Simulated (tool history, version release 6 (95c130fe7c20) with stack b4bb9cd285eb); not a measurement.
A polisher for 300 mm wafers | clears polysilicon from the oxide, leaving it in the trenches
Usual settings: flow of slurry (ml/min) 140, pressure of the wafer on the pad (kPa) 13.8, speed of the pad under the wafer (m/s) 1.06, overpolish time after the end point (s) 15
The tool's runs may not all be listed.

run	hour	flow of slurry (ml/min)	pressure of the wafer on the pad (kPa)	speed of the pad under the wafer (m/s)	overpolish time after the end point (s)	wafers since the last listed run	wafers polished on this pad	hours since the slurry nozzle was cleaned	hours since the head pressure was calibrated	incoming thickness of the incoming film, nm	time until the end point was called (s)	dishing of a wide line in a test structure (Å)
1	0.0	140	13.8	1.06	15	0	1338	212.0	340.1	373.3	39.6	640
2	61.2	165	13.8	1.06	15	591	1929	273.2	401.3	372.7	39.7	664
3	116.7	165	13.8	1.06	15	536	2466	328.7	456.8	376.1	42.3	644
# hour 155.3: head pressure recalibrated
4	184.6	165	13.8	1.06	15	636	3103	396.6	29.3	371.4	43.5	627
# hour 208.8: worn pad replaced by a new one
# hour 227.8: slurry nozzle cleaned
5	251.8	140	13.8	0.84	15	601	405	24.0	96.5	368.4	45.7	618
6	302.7	140	13.8	0.84	15	491	897	74.9	147.4	376.3	48.5	586
7	354.2	140	13.8	1.06	21	497	1395	126.4	198.9	366.9	40.5	682
8	407.1	140	13.8	1.06	15	511	1906	179.3	251.8	370.1	40.7	634
9	465.7	140	13.8	1.06	15	566	2472	237.9	310.4	377.0	41.5	628
# hour 505.3: worn pad replaced by a new one
10	505.8	140	13.8	1.06	15	348	5	278.0	350.5	368.9	38.1	635
11	542.6	140	13.8	1.06	15	355	360	314.8	387.3	373.0	40.1	635
# hour 578.1: head pressure recalibrated
# hour 631.2: slurry nozzle cleaned
12	729.4	140	13.8	1.06	15	1776	2136	98.2	151.3	362.5	39.7	608
13	771.5	140	13.8	1.06	15	406	2543	140.3	193.4	368.9	42.1	624
14	822.1	115	15.9	0.94	15	488	3032	190.9	244.0	367.1	42.9	595
# hour 848.2: worn pad replaced by a new one
15	869.5	140	16.5	0.88	15	419	205	238.3	291.4	368.5	37.0	649
16	895.8	140	13.8	1.06	15	254	460	264.6	317.7	363.0	36.4	640
17	948.5	95	10.3	1.18	10	509	969	317.3	370.4	371.3	51.1	454
# hour 1008.1: slurry nozzle cleaned
18	1012.7	140	13.8	1.06	15	610	1580	4.6	434.6	374.8	40.0	655
# hour 1039.7: head pressure recalibrated
# hour 1117.7: worn pad replaced by a new one
19	1165.5	140	13.8	1.06	12	1418	461	157.4	125.8	368.4	38.5	592
20	1212.6	140	13.8	1.06	15	455	916	204.5	172.9	375.9	37.9	636
21	1281.7	185	15.2	0.90	21	667	1584	273.6	242.0	373.1	40.0	720
22	1320.2	90	9.7	1.26	23	372	1956	312.1	280.5	365.1	52.7	647
23	1348.8	165	13.8	1.06	15	276	2232	340.7	309.1	372.2	39.8	627
# hour 1400.8: slurry nozzle cleaned
24	1405.2	170	13.8	1.06	15	535	2768	4.4	365.5	364.8	41.1	631
# hour 1417.3: worn pad replaced by a new one
25	1455.3	140	10.3	0.80	15	445	367	54.5	415.6	367.8	67.4	500
# hour 1481.6: head pressure recalibrated
26	1540.1	140	15.9	1.40	22	800	1167	139.3	58.5	369.2	26.5	749

Forecast each of these 4 alternatives for the next run:
A	1540.5	140	13.8	1.06	15	3	1171	139.7	58.9	373.7	?	?
B	1540.5	120	13.8	1.06	15	3	1171	139.7	58.9	373.7	?	?
C	1540.5	105	13.8	0.86	15	3	1171	139.7	58.9	373.7	?	?
D	1540.5	105	13.8	1.06	20	3	1171	139.7	58.9	373.7	?	?

run	time until the end point was called (s)	dishing of a wide line in a test structure (Å)
A	40.0	640
B	41.4	632
C	52.1	575
D	42.9	683
Without the tool's hidden state the same runs would have given:
run	time until the end point was called (s)	dishing of a wide line in a test structure (Å)
A	38.1	650
B	39.5	643
C	49.7	588
D	40.9	691
